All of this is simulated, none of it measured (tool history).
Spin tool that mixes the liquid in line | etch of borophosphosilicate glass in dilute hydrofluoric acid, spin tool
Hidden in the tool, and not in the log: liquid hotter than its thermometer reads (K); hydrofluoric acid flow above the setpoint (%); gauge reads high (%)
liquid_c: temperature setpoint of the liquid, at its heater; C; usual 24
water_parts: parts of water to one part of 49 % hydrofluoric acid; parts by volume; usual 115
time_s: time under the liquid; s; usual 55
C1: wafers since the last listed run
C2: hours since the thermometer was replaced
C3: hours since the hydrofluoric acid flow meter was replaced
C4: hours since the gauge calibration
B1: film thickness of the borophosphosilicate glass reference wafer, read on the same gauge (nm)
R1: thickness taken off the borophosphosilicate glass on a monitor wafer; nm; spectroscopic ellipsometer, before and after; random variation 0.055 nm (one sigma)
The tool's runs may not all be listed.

{"run": 1, "hour": 0.0, "liquid_c": 24, "water_parts": 70, "time_s": 55, "C1": 0, "C2": 1930.8, "C3": 2101.8, "C4": 95.3, "B1": 110.02, "R1": 41.57}
{"hour": 10.2, "done": "gauge calibrated"}
{"run": 2, "hour": 26.5, "liquid_c": 24, "water_parts": 70, "time_s": 55, "C1": 241, "C2": 1957.3, "C3": 2128.3, "C4": 16.3, "B1": 110.01, "R1": 41.69}
{"run": 3, "hour": 36.9, "liquid_c": 24, "water_parts": 140, "time_s": 75, "C1": 94, "C2": 1967.7, "C3": 2138.7, "C4": 26.7, "B1": 110.01, "R1": 26.39}
{"run": 4, "hour": 45.2, "liquid_c": 24, "water_parts": 140, "time_s": 75, "C1": 75, "C2": 1976, "C3": 2147, "C4": 35, "B1": 110.05, "R1": 26.39}
{"run": 5, "hour": 52.5, "liquid_c": 24, "water_parts": 85, "time_s": 55, "C1": 66, "C2": 1983.3, "C3": 2154.3, "C4": 42.3, "B1": 110.03, "R1": 33.7}
{"hour": 62.4, "done": "thermometer replaced"}
{"run": 6, "hour": 62.9, "liquid_c": 24, "water_parts": 85, "time_s": 55, "C1": 85, "C2": 0.5, "C3": 2164.7, "C4": 52.7, "B1": 110.03, "R1": 33.73}
{"run": 7, "hour": 77.3, "liquid_c": 24, "water_parts": 115, "time_s": 55, "C1": 131, "C2": 14.9, "C3": 2179.1, "C4": 67.1, "B1": 110, "R1": 24.33}
{"run": 8, "hour": 85.6, "liquid_c": 24, "water_parts": 115, "time_s": 55, "C1": 75, "C2": 23.2, "C3": 2187.4, "C4": 75.4, "B1": 110, "R1": 24.13}
{"run": 9, "hour": 99.1, "liquid_c": 21, "water_parts": 130, "time_s": 55, "C1": 123, "C2": 36.7, "C3": 2200.9, "C4": 88.9, "B1": 110, "R1": 18.76}
{"run": 10, "hour": 105.3, "liquid_c": 28.5, "water_parts": 65, "time_s": 75, "C1": 56, "C2": 42.9, "C3": 2207.1, "C4": 95.1, "B1": 110.01, "R1": 74}
{"run": 11, "hour": 111.4, "liquid_c": 24, "water_parts": 115, "time_s": 55, "C1": 55, "C2": 49, "C3": 2213.2, "C4": 101.2, "B1": 110.03, "R1": 24.19}
{"hour": 115.5, "done": "hydrofluoric acid flow meter replaced"}
{"run": 12, "hour": 130.4, "liquid_c": 22, "water_parts": 70, "time_s": 70, "C1": 164, "C2": 68, "C3": 14.9, "C4": 120.2, "B1": 109.98, "R1": 42.52}
{"hour": 143.9, "done": "gauge calibrated"}
{"run": 13, "hour": 147.7, "liquid_c": 20.5, "water_parts": 80, "time_s": 35, "C1": 157, "C2": 85.3, "C3": 32.2, "C4": 3.8, "B1": 109.96, "R1": 17.2}
{"run": 14, "hour": 158.1, "liquid_c": 20.5, "water_parts": 175, "time_s": 65, "C1": 94, "C2": 95.7, "C3": 42.6, "C4": 14.2, "B1": 110.02, "R1": 13.2}
{"run": 15, "hour": 175.5, "liquid_c": 19.5, "water_parts": 115, "time_s": 55, "C1": 158, "C2": 113.1, "C3": 60, "C4": 31.6, "B1": 110.01, "R1": 17.42}
{"run": 16, "hour": 188.9, "liquid_c": 21, "water_parts": 165, "time_s": 65, "C1": 122, "C2": 126.5, "C3": 73.4, "C4": 45, "B1": 109.98, "R1": 14.49}
{"run": 17, "hour": 206.0, "liquid_c": 22, "water_parts": 85, "time_s": 55, "C1": 156, "C2": 143.6, "C3": 90.5, "C4": 62.1, "B1": 109.93, "R1": 27.02}

4 ways to go on from here, each from the tool as it stands after run 17. What would each give?
{"run": "A", "hour": 206.4, "liquid_c": 24, "water_parts": 115, "time_s": 65, "C1": 3, "C2": 144, "C3": 90.9, "C4": 62.5, "B1": "?", "R1": "?"}
{"run": "B", "hour": 206.4, "liquid_c": 24, "water_parts": 165, "time_s": 55, "C1": 3, "C2": 144, "C3": 90.9, "C4": 62.5, "B1": "?", "R1": "?"}
{"run": "C", "hour": 206.4, "liquid_c": 24, "water_parts": 90, "time_s": 55, "C1": 3, "C2": 144, "C3": 90.9, "C4": 62.5, "B1": "?", "R1": "?"}
{"run": "D", "hour": 206.4, "liquid_c": 24, "water_parts": 170, "time_s": 55, "C1": 3, "C2": 144, "C3": 90.9, "C4": 62.5, "B1": "?", "R1": "?"}

run=A B1=109.99 R1=24.84
run=B B1=109.99 R1=13.83
run=C B1=109.99 R1=27.69
run=D B1=109.99 R1=13.35
Without the tool's hidden state the same runs would have given:
run=A R1=24.68
run=B R1=13.74
run=C R1=27.51
run=D R1=13.26
